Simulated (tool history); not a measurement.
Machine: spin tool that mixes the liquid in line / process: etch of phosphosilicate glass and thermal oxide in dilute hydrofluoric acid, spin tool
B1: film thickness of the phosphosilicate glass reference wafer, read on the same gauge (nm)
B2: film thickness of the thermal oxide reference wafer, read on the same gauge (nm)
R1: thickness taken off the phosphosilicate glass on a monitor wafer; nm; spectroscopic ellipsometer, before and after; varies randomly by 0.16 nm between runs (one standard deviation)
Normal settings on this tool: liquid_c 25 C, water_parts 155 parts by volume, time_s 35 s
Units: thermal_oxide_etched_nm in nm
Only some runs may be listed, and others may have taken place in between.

Run 1, hour 0: usual settings but time_s 30 s; B1 110; B2 60.018. Result: R1 23.78 nm, thermal_oxide_etched_nm 0.968 nm.
Run 2, hour 14.4: usual settings but time_s 30 s; B1 110; B2 60.005. Result: R1 23.77 nm, thermal_oxide_etched_nm 0.983 nm.
Run 3, hour 27.6: usual settings but water_parts 215 parts by volume; B1 110.02; B2 60.029. Result: R1 18.56 nm, thermal_oxide_etched_nm 0.773 nm.
Run 4, hour 43.8: usual settings but water_parts 215 parts by volume; B1 110; B2 60.006. Result: R1 18.58 nm, thermal_oxide_etched_nm 0.738 nm.
Run 5, hour 61.7: usual settings but water_parts 215 parts by volume; B1 110; B2 60.003. Result: R1 18.67 nm, thermal_oxide_etched_nm 0.726 nm.
Run 6, hour 96.2: usual settings; B1 110.01; B2 60.003. Result: R1 27.68 nm, thermal_oxide_etched_nm 1.162 nm.
Run 7, hour 129.2: usual settings; B1 110; B2 60.015. Result: R1 27.83 nm, thermal_oxide_etched_nm 1.169 nm.
At hour 133.3: thermometer replaced.
Run 8, hour 145.1: usual settings but liquid_c 26.5 C; B1 109.98; B2 59.973. Result: R1 31.38 nm, thermal_oxide_etched_nm 1.309 nm.
Run 9, hour 167.3: usual settings but liquid_c 26.5 C; B1 110; B2 60.012. Result: R1 31.25 nm, thermal_oxide_etched_nm 1.259 nm.
Run 10, hour 193.7: usual settings but water_parts 85 parts by volume, time_s 40 s; B1 110; B2 60.017. Result: R1 67.58 nm, thermal_oxide_etched_nm 2.741 nm.
At hour 204.2: thermometer replaced, repeated, since the last time left the tool worse.
Run 11, hour 219: usual settings; B1 109.99; B2 59.998. Result: R1 26.07 nm, thermal_oxide_etched_nm 1.105 nm.
Run 12, hour 236.6: usual settings but liquid_c 20.5 C, time_s 40 s; B1 110.01; B2 60.005. Result: R1 25.29 nm, thermal_oxide_etched_nm 1.07 nm.
Run 13, hour 299: usual settings but liquid_c 20 C, water_parts 100 parts by volume, time_s 45 s; B1 109.99; B2 60.004. Result: R1 46 nm, thermal_oxide_etched_nm 1.93 nm.
At hour 304.7: gauge calibrated.
Run 14, hour 322.3: usual settings but liquid_c 21 C, time_s 45 s; B1 110.01; B2 59.997. Result: R1 28.84 nm, thermal_oxide_etched_nm 1.245 nm.
At hour 325.5: hydrofluoric acid flow meter replaced.
Run 15, hour 341.1: usual settings but time_s 30 s; B1 110.01; B2 60.003. Result: R1 22.67 nm, thermal_oxide_etched_nm 0.92 nm.
Run 16, hour 358.7: usual settings but water_parts 75 parts by volume; B1 110; B2 59.989. Result: R1 60.73 nm, thermal_oxide_etched_nm 2.415 nm.
Run 17, hour 373.6: usual settings but time_s 20 s; B1 110; B2 60.042. Result: R1 15.2 nm, thermal_oxide_etched_nm 0.632 nm.
Run 18, hour 388.6: usual settings; B1 109.99; B2 60.002. Result: R1 26.58 nm, thermal_oxide_etched_nm 1.07 nm.
Run 19, hour 407.9: usual settings; B1 110; B2 60.031. Result: R1 26.66 nm, thermal_oxide_etched_nm 1.072 nm.

Measured result minus the same run's result without the hidden state. Both carry the same run-to-run variation, though not necessarily the same gauge scatter:
Hidden state present: liquid hotter than its thermometer reads (K); hydrofluoric acid flow above the setpoint (%); gauge reads high (%).
run     R1  thermal_oxide_etched_nm
  1  +1.19                   +0.049
  2  +1.23                   +0.051
  3  +0.94                   +0.039
  4  +0.97                   +0.039
  5  +1.01                   +0.039
  6  +1.63                   +0.068
  7  +1.73                   +0.073
  8  +3.36                    +0.14
  9  +3.41                   +0.137
 10  +8.02                   +0.326
 11  +0.07                   +0.004
 12  +0.13                   +0.006
 13  +0.54                   +0.023
 14  +0.39                   +0.017
 15  +0.33                   +0.014
 16  +1.08                   +0.043
 17  +0.27                   +0.011
 18  +0.51                   +0.021
 19  +0.57                   +0.023
